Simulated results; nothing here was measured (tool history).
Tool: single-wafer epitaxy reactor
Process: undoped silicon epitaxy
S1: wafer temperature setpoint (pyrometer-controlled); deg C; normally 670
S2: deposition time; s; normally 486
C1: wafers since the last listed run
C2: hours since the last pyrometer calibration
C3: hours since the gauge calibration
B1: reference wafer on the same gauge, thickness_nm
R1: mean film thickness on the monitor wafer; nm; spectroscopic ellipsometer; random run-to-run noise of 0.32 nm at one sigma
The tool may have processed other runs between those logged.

| run | hour | S1 | S2 | C1 | C2 | C3 | B1 | R1 |
|---|---|---|---|---|---|---|---|---|
| 1 | 0 | 670 | 486 | 0 | 1871.6 | 1008.9 | 114.942 | 113.499 |
| 2 | 32.9 | 664 | 486 | 143 | 1904.5 | 1041.8 | 114.897 | 101.794 |
| 3 | 70.5 | 670 | 486 | 164 | 1942.1 | 1079.4 | 114.96 | 113.743 |
| 4 | 136.9 | 670 | 486 | 290 | 2008.5 | 1145.8 | 114.984 | 113.758 |
| 5 | 186.7 | 670 | 486 | 217 | 2058.3 | 1195.6 | 115.039 | 114.355 |
| 6 | 215.7 | 666 | 431 | 126 | 2087.3 | 1224.6 | 115.006 | 94.145 |
| 7 | 263.7 | 666 | 431 | 209 | 2135.3 | 1272.6 | 114.986 | 93.581 |
| 8 | 320.9 | 670 | 486 | 249 | 2192.5 | 1329.8 | 115.063 | 113.558 |
| 9 | 352.6 | 670 | 486 | 138 | 2224.2 | 1361.5 | 114.986 | 113.649 |
| 10 | 376.8 | 670 | 486 | 105 | 2248.4 | 1385.7 | 114.943 | 113.22 |
| 11 | 410.2 | 670 | 486 | 145 | 2281.8 | 1419.1 | 115.021 | 113.676 |
| 12 | 449.4 | 670 | 486 | 171 | 2321 | 1458.3 | 114.922 | 113.265 |
| 13 | 502.5 | 670 | 486 | 231 | 2374.1 | 1511.4 | 114.912 | 113.864 |
| 14 | 555.6 | 670 | 486 | 231 | 2427.2 | 1564.5 | 115.031 | 113.16 |
| 15 | 623.9 | 674 | 428 | 298 | 2495.5 | 1632.8 | 114.983 | 107.332 |
| 16 | 655.3 | 661 | 396 | 137 | 2526.9 | 1664.2 | 115.032 | 78.478 |
|  | 675.6 | gauge calibrated |
| 17 | 832 | 661 | 486 | 771 | 2703.6 | 156.4 | 114.871 | 96.155 |
| 18 | 902.2 | 664 | 461 | 306 | 2773.8 | 226.6 | 115.02 | 96.367 |
| 19 | 959.9 | 663 | 560 | 252 | 2831.5 | 284.3 | 114.997 | 114.463 |
| 20 | 1011.6 | 678 | 486 | 225 | 2883.2 | 336 | 115.09 | 130.754 |
| 21 | 1077.9 | 659 | 428 | 289 | 2949.5 | 402.3 | 114.961 | 81.031 |
|  | 1160.4 | pyrometer calibrated |
| 22 | 1209.4 | 670 | 486 | 539 | 49 | 533.8 | 115.018 | 119.254 |
| 23 | 1269.5 | 670 | 486 | 262 | 109.1 | 593.9 | 115.14 | 118.532 |
| 24 | 1315.9 | 670 | 486 | 202 | 155.5 | 640.3 | 114.954 | 118.214 |
| 25 | 1341 | 677 | 520 | 109 | 180.6 | 665.4 | 115.065 | 144.095 |
| 26 | 1378.7 | 681 | 436 | 164 | 218.3 | 703.1 | 114.938 | 128.906 |
| 27 | 1430.5 | 681 | 436 | 226 | 270.1 | 754.9 | 114.98 | 129.288 |
| 28 | 1474.4 | 670 | 421 | 191 | 314 | 798.8 | 114.886 | 101.978 |

Here are 5 independent what-if runs from the current tool condition. What would each one return?
| A | 1474.9 | 670 | 486 | 2 | 314.5 | 799.3 | ? | ? |
| B | 1474.9 | 680 | 567 | 2 | 314.5 | 799.3 | ? | ? |
| C | 1474.9 | 659 | 393 | 2 | 314.5 | 799.3 | ? | ? |
| D | 1474.9 | 670 | 393 | 2 | 314.5 | 799.3 | ? | ? |
| E | 1474.9 | 684 | 403 | 2 | 314.5 | 799.3 | ? | ? |

| run | B1 | R1 |
|---|---|---|
| A | 115.029 | 117.511 |
| B | 115.029 | 164.532 |
| C | 115.029 | 77.439 |
| D | 115.029 | 95.024 |
| E | 115.029 | 125.676 |
The same runs, with their run-to-run variation unchanged, on a tool lacking any hidden condition would have given:
| run | R1 |
|---|---|
| A | 120.269 |
| B | 168.322 |
| C | 79.295 |
| D | 97.255 |
| E | 128.549 |
